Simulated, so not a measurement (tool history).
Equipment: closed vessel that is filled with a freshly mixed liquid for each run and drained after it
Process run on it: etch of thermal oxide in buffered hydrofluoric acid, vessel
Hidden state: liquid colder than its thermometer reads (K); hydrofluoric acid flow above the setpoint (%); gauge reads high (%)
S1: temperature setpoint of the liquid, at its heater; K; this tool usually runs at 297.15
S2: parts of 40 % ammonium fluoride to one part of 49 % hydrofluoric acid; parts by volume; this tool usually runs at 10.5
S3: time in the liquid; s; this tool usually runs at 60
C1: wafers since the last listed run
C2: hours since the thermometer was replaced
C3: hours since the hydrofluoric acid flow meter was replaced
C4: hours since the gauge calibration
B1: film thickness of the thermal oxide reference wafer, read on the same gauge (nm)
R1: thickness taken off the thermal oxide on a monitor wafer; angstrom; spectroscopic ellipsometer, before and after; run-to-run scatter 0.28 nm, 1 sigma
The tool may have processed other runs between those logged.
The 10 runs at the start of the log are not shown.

| run | hour | S1 | S2 | S3 | C1 | C2 | C3 | C4 | B1 | R1 |
|---|---|---|---|---|---|---|---|---|---|---|
| 11 | 666.6 | 297.15 | 10.5 | 60 | 2482 | 448.5 | 1367.3 | 2752.9 | 63.35 | 656.8 |
| 12 | 691.8 | 297.15 | 10.5 | 60 | 1851 | 473.7 | 1392.5 | 2778.1 | 63.41 | 659.8 |
|  | 746.9 | gauge calibrated |
| 13 | 897.5 | 297.15 | 10.5 | 60 | 15110 | 679.4 | 1598.2 | 150.6 | 60.43 | 629.4 |
| 14 | 940.4 | 297.15 | 10.5 | 60 | 3151 | 722.3 | 1641.1 | 193.5 | 60.38 | 626.3 |
| 15 | 988.6 | 295.15 | 10.5 | 95 | 3540 | 770.5 | 1689.3 | 241.7 | 60.44 | 894.9 |
|  | 1028.9 | hydrofluoric acid flow meter replaced |
| 16 | 1030.1 | 297.15 | 10.5 | 60 | 2975 | 812 | 1.2 | 283.2 | 60.41 | 628.6 |
| 17 | 1091.5 | 293.15 | 12 | 85 | 4510 | 873.4 | 62.6 | 344.6 | 60.43 | 622.2 |
| 18 | 1131.9 | 297.15 | 10.5 | 60 | 2967 | 913.8 | 103 | 385 | 60.4 | 625.6 |
| 19 | 1185.5 | 297.15 | 9.5 | 60 | 3937 | 967.4 | 156.6 | 438.6 | 60.42 | 682.9 |
| 20 | 1215 | 297.15 | 10.5 | 60 | 2167 | 996.9 | 186.1 | 468.1 | 60.47 | 623.8 |
| 21 | 1240 | 297.15 | 12.5 | 95 | 1836 | 1021.9 | 211.1 | 493.1 | 60.46 | 844.5 |
| 22 | 1282.7 | 299.15 | 12.5 | 50 | 3136 | 1064.6 | 253.8 | 535.8 | 60.5 | 492.9 |
| 23 | 1338.3 | 297.15 | 14 | 85 | 4084 | 1120.2 | 309.4 | 591.4 | 60.55 | 669.6 |
|  | 1376.7 | thermometer replaced |
| 24 | 1396.1 | 297.15 | 14 | 50 | 4172 | 19.4 | 367.2 | 649.2 | 60.57 | 396 |
| 25 | 1443.6 | 293.65 | 10.5 | 75 | 3489 | 66.9 | 414.7 | 696.7 | 60.56 | 654.1 |
| 26 | 1498.2 | 297.15 | 8 | 40 | 4010 | 121.5 | 469.3 | 751.3 | 60.62 | 534.2 |
| 27 | 1523.5 | 295.65 | 10.5 | 75 | 1858 | 146.8 | 494.6 | 776.6 | 60.67 | 725.1 |
| 28 | 1585.8 | 298.65 | 10.5 | 60 | 4576 | 209.1 | 556.9 | 838.9 | 60.63 | 687.6 |
| 29 | 1691.1 | 297.15 | 9 | 75 | 7735 | 314.4 | 662.2 | 944.2 | 60.75 | 886.5 |
| 30 | 1749.9 | 299.65 | 8.5 | 60 | 4319 | 373.2 | 721 | 1003 | 60.81 | 862.9 |
| 31 | 1802.6 | 297.15 | 14 | 60 | 3871 | 425.9 | 773.7 | 1055.7 | 60.86 | 476.7 |
| 32 | 1846.2 | 297.15 | 10.5 | 60 | 3202 | 469.5 | 817.3 | 1099.3 | 60.88 | 635.8 |
| 33 | 1876.9 | 297.15 | 7 | 30 | 2255 | 500.2 | 848 | 1130 | 60.93 | 465.8 |
| 34 | 2038 | 297.15 | 10.5 | 60 | 11834 | 661.3 | 1009.1 | 1291.1 | 61.11 | 636.6 |

What if the next run were any one of these 3? Each begins from the tool's condition after run 34:
| A | 2038.7 | 297.15 | 10.5 | 60 | 51 | 662 | 1009.8 | 1291.8 | ? | ? |
| B | 2038.7 | 297.15 | 12 | 35 | 51 | 662 | 1009.8 | 1291.8 | ? | ? |
| C | 2038.7 | 292.65 | 10.5 | 75 | 51 | 662 | 1009.8 | 1291.8 | ? | ? |

| run | B1 | R1 |
|---|---|---|
| A | 61.1 | 636.1 |
| B | 61.1 | 325.7 |
| C | 61.1 | 619.8 |
Had the tool no hidden state, the same runs would have come out as:
| run | R1 |
|---|---|
| A | 624.5 |
| B | 319.8 |
| C | 608.5 |
